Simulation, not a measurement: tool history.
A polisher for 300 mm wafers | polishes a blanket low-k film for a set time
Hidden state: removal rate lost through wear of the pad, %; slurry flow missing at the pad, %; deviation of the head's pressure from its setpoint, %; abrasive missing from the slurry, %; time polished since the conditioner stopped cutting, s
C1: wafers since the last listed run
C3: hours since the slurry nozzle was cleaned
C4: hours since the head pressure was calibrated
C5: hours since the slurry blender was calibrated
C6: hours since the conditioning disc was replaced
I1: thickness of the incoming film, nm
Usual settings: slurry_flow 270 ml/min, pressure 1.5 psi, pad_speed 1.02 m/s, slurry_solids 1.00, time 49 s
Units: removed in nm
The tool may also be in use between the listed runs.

{"run": 1, "day": 0.0, "slurry_flow": 270, "pressure": 1.5, "pad_speed": 1.12, "slurry_solids": 1.2, "time": 49, "C1": 0, "wafers polished on this pad": 1619, "C3": 357.1, "C4": 733.4, "C5": 329.7, "C6": 187.0, "I1": 410.9, "removed": 19.9}
{"run": 2, "day": 1.708, "slurry_flow": 270, "pressure": 1.5, "pad_speed": 1.02, "slurry_solids": 0.9, "time": 49, "C1": 340, "wafers polished on this pad": 1959, "C3": 398.1, "C4": 774.4, "C5": 370.7, "C6": 228.0, "I1": 404.7, "removed": 15.4}
{"day": 3.788, "done": "head pressure recalibrated"}
{"run": 3, "day": 5.925, "slurry_flow": 270, "pressure": 1.5, "pad_speed": 1.02, "slurry_solids": 1.0, "time": 49, "C1": 822, "wafers polished on this pad": 2782, "C3": 499.3, "C4": 51.3, "C5": 471.9, "C6": 329.2, "I1": 409.0, "removed": 16.4}
{"run": 4, "day": 8.175, "slurry_flow": 270, "pressure": 1.5, "pad_speed": 1.02, "slurry_solids": 1.0, "time": 49, "C1": 447, "wafers polished on this pad": 3230, "C3": 553.3, "C4": 105.3, "C5": 525.9, "C6": 383.2, "I1": 410.9, "removed": 15.8}
{"day": 9.133, "done": "slurry blender recalibrated"}
{"run": 5, "day": 12.125, "slurry_flow": 270, "pressure": 1.5, "pad_speed": 1.02, "slurry_solids": 1.0, "time": 49, "C1": 769, "wafers polished on this pad": 3999, "C3": 648.1, "C4": 200.1, "C5": 71.8, "C6": 478.0, "I1": 418.6, "removed": 16.3}
{"day": 14.396, "done": "slurry nozzle cleaned"}
{"day": 14.512, "done": "conditioning disc replaced and pad reconditioned"}
{"run": 6, "day": 14.533, "slurry_flow": 315, "pressure": 1.5, "pad_speed": 1.02, "slurry_solids": 1.0, "time": 32, "C1": 454, "wafers polished on this pad": 4454, "C3": 3.3, "C4": 257.9, "C5": 129.6, "C6": 0.5, "I1": 412.5, "removed": 11.4}
{"day": 17.962, "done": "worn pad replaced by a new one"}
{"run": 7, "day": 18.038, "slurry_flow": 270, "pressure": 1.3, "pad_speed": 1.16, "slurry_solids": 0.85, "time": 34, "C1": 664, "wafers polished on this pad": 15, "C3": 87.4, "C4": 342.0, "C5": 213.7, "C6": 84.6, "I1": 409.8, "removed": 10.2}
{"run": 8, "day": 21.858, "slurry_flow": 185, "pressure": 1.5, "pad_speed": 1.02, "slurry_solids": 1.0, "time": 49, "C1": 760, "wafers polished on this pad": 775, "C3": 179.1, "C4": 433.7, "C5": 305.4, "C6": 176.3, "I1": 403.1, "removed": 15.7}
{"run": 9, "day": 25.904, "slurry_flow": 270, "pressure": 1.5, "pad_speed": 1.02, "slurry_solids": 1.0, "time": 49, "C1": 805, "wafers polished on this pad": 1581, "C3": 276.2, "C4": 530.8, "C5": 402.5, "C6": 273.4, "I1": 409.6, "removed": 16.3}
{"run": 10, "day": 29.233, "slurry_flow": 270, "pressure": 1.5, "pad_speed": 1.02, "slurry_solids": 1.0, "time": 49, "C1": 662, "wafers polished on this pad": 2243, "C3": 356.1, "C4": 610.7, "C5": 482.4, "C6": 353.3, "I1": 406.8, "removed": 16.3}
{"day": 30.925, "done": "slurry blender recalibrated"}
{"run": 11, "day": 32.675, "slurry_flow": 270, "pressure": 1.5, "pad_speed": 1.02, "slurry_solids": 1.0, "time": 49, "C1": 668, "wafers polished on this pad": 2912, "C3": 438.7, "C4": 693.3, "C5": 42.0, "C6": 435.9, "I1": 406.9, "removed": 15.9}
{"run": 12, "day": 35.717, "slurry_flow": 270, "pressure": 1.8, "pad_speed": 1.02, "slurry_solids": 1.0, "time": 39, "C1": 605, "wafers polished on this pad": 3517, "C3": 511.7, "C4": 766.3, "C5": 115.0, "C6": 508.9, "I1": 408.5, "removed": 15.2}
{"run": 13, "day": 39.883, "slurry_flow": 270, "pressure": 1.5, "pad_speed": 1.02, "slurry_solids": 1.0, "time": 49, "C1": 829, "wafers polished on this pad": 4346, "C3": 611.7, "C4": 866.3, "C5": 215.0, "C6": 608.9, "I1": 407.5, "removed": 15.3}
{"day": 40.496, "done": "slurry nozzle cleaned"}
{"day": 41.388, "done": "head pressure recalibrated"}
{"run": 14, "day": 41.629, "slurry_flow": 345, "pressure": 1.8, "pad_speed": 1.02, "slurry_solids": 1.0, "time": 44, "C1": 322, "wafers polished on this pad": 4669, "C3": 27.2, "C4": 5.8, "C5": 256.9, "C6": 650.8, "I1": 409.5, "removed": 16.7}
{"day": 41.95, "done": "conditioning disc replaced and pad reconditioned"}
{"run": 15, "day": 44.704, "slurry_flow": 330, "pressure": 1.5, "pad_speed": 1.12, "slurry_solids": 1.0, "time": 49, "C1": 595, "wafers polished on this pad": 5264, "C3": 101.0, "C4": 79.6, "C5": 330.7, "C6": 66.1, "I1": 415.4, "removed": 18.9}
{"day": 46.775, "done": "worn pad replaced by a new one, of another model than before"}
{"run": 16, "day": 48.354, "slurry_flow": 270, "pressure": 1.1, "pad_speed": 1.02, "slurry_solids": 1.0, "time": 49, "C1": 693, "wafers polished on this pad": 314, "C3": 188.6, "C4": 167.2, "C5": 418.3, "C6": 153.7, "I1": 412.8, "removed": 14.4}
{"run": 17, "day": 55.892, "slurry_flow": 230, "pressure": 1.5, "pad_speed": 1.02, "slurry_solids": 1.0, "time": 49, "C1": 1500, "wafers polished on this pad": 1814, "C3": 369.5, "C4": 348.1, "C5": 599.2, "C6": 334.6, "I1": 404.3, "removed": 15.8}
{"run": 18, "day": 58.958, "slurry_flow": 270, "pressure": 1.5, "pad_speed": 1.02, "slurry_solids": 1.2, "time": 40, "C1": 610, "wafers polished on this pad": 2424, "C3": 443.1, "C4": 421.7, "C5": 672.8, "C6": 408.2, "I1": 409.5, "removed": 14.7}
{"day": 59.108, "done": "slurry blender recalibrated"}
{"run": 19, "day": 61.912, "slurry_flow": 245, "pressure": 1.5, "pad_speed": 1.02, "slurry_solids": 1.0, "time": 49, "C1": 571, "wafers polished on this pad": 2996, "C3": 514.0, "C4": 492.6, "C5": 67.3, "C6": 479.1, "I1": 415.0, "removed": 15.5}
{"day": 64.675, "done": "slurry nozzle cleaned"}
{"run": 20, "day": 64.812, "slurry_flow": 270, "pressure": 1.5, "pad_speed": 0.86, "slurry_solids": 1.0, "time": 49, "C1": 568, "wafers polished on this pad": 3565, "C3": 3.3, "C4": 562.2, "C5": 136.9, "C6": 548.7, "I1": 410.9, "removed": 14.2}
{"run": 21, "day": 68.971, "slurry_flow": 270, "pressure": 1.5, "pad_speed": 1.02, "slurry_solids": 1.0, "time": 49, "C1": 827, "wafers polished on this pad": 4392, "C3": 103.1, "C4": 662.0, "C5": 236.7, "C6": 648.5, "I1": 408.8, "removed": 15.8}
{"day": 70.471, "done": "worn pad replaced by a new one"}
{"day": 70.688, "done": "head pressure recalibrated"}
{"day": 70.725, "done": "conditioning disc replaced and pad reconditioned"}
{"run": 22, "day": 72.808, "slurry_flow": 270, "pressure": 1.9, "pad_speed": 1.02, "slurry_solids": 1.0, "time": 49, "C1": 706, "wafers polished on this pad": 440, "C3": 195.2, "C4": 50.9, "C5": 328.8, "C6": 50.0, "I1": 406.6, "removed": 19.4}
{"run": 23, "day": 75.958, "slurry_flow": 330, "pressure": 1.5, "pad_speed": 1.26, "slurry_solids": 1.0, "time": 49, "C1": 626, "wafers polished on this pad": 1067, "C3": 270.8, "C4": 126.5, "C5": 404.4, "C6": 125.6, "I1": 406.3, "removed": 19.3}
{"run": 24, "day": 77.742, "slurry_flow": 270, "pressure": 1.5, "pad_speed": 1.02, "slurry_solids": 1.0, "time": 33, "C1": 354, "wafers polished on this pad": 1422, "C3": 313.6, "C4": 169.3, "C5": 447.2, "C6": 168.4, "I1": 414.0, "removed": 11.3}
{"run": 25, "day": 82.204, "slurry_flow": 190, "pressure": 1.5, "pad_speed": 1.32, "slurry_solids": 1.2, "time": 49, "C1": 888, "wafers polished on this pad": 2311, "C3": 420.7, "C4": 276.4, "C5": 554.3, "C6": 275.5, "I1": 418.5, "removed": 19.3}
{"day": 84.417, "done": "slurry blender recalibrated"}
{"run": 26, "day": 84.942, "slurry_flow": 270, "pressure": 1.5, "pad_speed": 1.02, "slurry_solids": 1.0, "time": 49, "C1": 528, "wafers polished on this pad": 2839, "C3": 486.4, "C4": 342.1, "C5": 12.6, "C6": 341.2, "I1": 406.4, "removed": 16.4}

Some steps in removed between neighbouring runs. How much of each would the tool show without its hidden state too (settings, what came in, random variation), and how much is left for the hidden state, with any gauge scatter that isn't in both results?
Run 14 -> 15: slurry_flow 345 -> 330, pressure 1.8 -> 1.5, pad_speed 1.02 -> 1.12, time 44 -> 49, conditioning disc replaced and pad reconditioned. removed +2.2 nm: hidden state +1.6, all else +0.6.
Run 21 -> 22: pressure 1.5 -> 1.9, worn pad replaced by a new one, head pressure recalibrated, conditioning disc replaced and pad reconditioned. removed +3.6 nm: hidden state +1.2, all else +2.4.
Run 23 -> 24: slurry_flow 330 -> 270, pad_speed 1.26 -> 1.02, time 49 -> 33. removed -8.0 nm: hidden state +0.1, all else -8.1.
Run 24 -> 25: slurry_flow 270 -> 190, pad_speed 1.02 -> 1.32, slurry_solids 1.00 -> 1.20, time 33 -> 49. removed +8.0 nm: hidden state -0.5, all else +8.5.

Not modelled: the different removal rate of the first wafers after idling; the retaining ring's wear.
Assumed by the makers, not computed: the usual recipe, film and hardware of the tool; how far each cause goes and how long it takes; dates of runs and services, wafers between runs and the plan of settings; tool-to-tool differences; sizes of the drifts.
